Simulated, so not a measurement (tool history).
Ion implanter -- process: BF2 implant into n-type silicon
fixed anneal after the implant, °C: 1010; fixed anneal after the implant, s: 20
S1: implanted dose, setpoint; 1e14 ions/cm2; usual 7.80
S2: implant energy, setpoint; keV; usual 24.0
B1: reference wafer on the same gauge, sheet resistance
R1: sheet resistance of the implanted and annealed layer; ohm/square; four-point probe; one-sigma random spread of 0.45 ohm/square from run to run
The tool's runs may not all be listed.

| run | hour | S1 | S2 | B1 | R1 |
|---|---|---|---|---|---|
| 1 | 0.0 | 7.80 | 24.0 | 177.94 | 219.82 |
| 2 | 38.7 | 7.80 | 24.0 | 177.96 | 219.12 |
| 3 | 84.3 | 7.80 | 24.0 | 177.95 | 218.20 |
| 4 | 183.3 | 7.80 | 24.0 | 178.02 | 219.37 |
| 5 | 269.0 | 7.80 | 24.0 | 177.96 | 219.37 |
| 6 | 353.7 | 7.80 | 24.0 | 178.01 | 219.48 |
|  | 385.4 | Faraday cup replaced and dose calibrated |
| 7 | 436.8 | 7.80 | 24.0 | 177.91 | 216.92 |
| 8 | 495.1 | 7.80 | 24.0 | 177.98 | 217.31 |
| 9 | 549.0 | 7.80 | 24.0 | 178.01 | 217.47 |
| 10 | 598.9 | 7.80 | 19.0 | 177.98 | 235.42 |
| 11 | 675.9 | 7.80 | 19.0 | 178.08 | 235.38 |
| 12 | 731.9 | 7.80 | 24.0 | 178.08 | 219.16 |
| 13 | 784.7 | 7.80 | 24.0 | 178.03 | 218.84 |
| 14 | 877.8 | 7.80 | 24.0 | 177.98 | 219.89 |
| 15 | 934.3 | 8.49 | 22.0 | 178.00 | 215.85 |
|  | 977.6 | Faraday cup replaced and dose calibrated |
| 16 | 1006.7 | 8.49 | 22.0 | 178.03 | 213.76 |
|  | 1054.1 | gauge calibrated |
| 17 | 1072.6 | 7.80 | 24.0 | 177.99 | 217.22 |
| 18 | 1160.8 | 9.59 | 24.0 | 177.99 | 196.91 |
| 19 | 1399.2 | 7.80 | 24.0 | 178.07 | 219.06 |
| 20 | 1437.1 | 5.55 | 16.5 | 178.12 | 296.76 |
| 21 | 1519.1 | 7.80 | 24.0 | 178.12 | 218.72 |
| 22 | 1592.2 | 7.80 | 24.0 | 177.97 | 219.12 |
|  | 1644.9 | Faraday cup replaced and dose calibrated |
| 23 | 1645.4 | 9.11 | 26.5 | 177.98 | 192.85 |
| 24 | 1699.0 | 7.80 | 24.0 | 177.94 | 216.65 |
| 25 | 1806.7 | 6.89 | 20.5 | 177.98 | 245.18 |
| 26 | 1893.2 | 7.80 | 24.0 | 178.07 | 217.38 |
| 27 | 1931.5 | 8.39 | 24.0 | 177.98 | 210.64 |
|  | 2014.9 | extraction supply calibrated |
| 28 | 2022.0 | 6.06 | 20.0 | 177.98 | 266.39 |
| 29 | 2085.1 | 5.89 | 18.0 | 178.00 | 280.23 |

Forecast run 30:
| 30 | 2136.3 | 7.80 | 17.5 | ? | ? |

B1: 178.01
R1: 243.04 ohm/square
Take away the tool's hidden state, keep the run-to-run variation as it was, and the same run would have given R1 240.19 ohm/square.
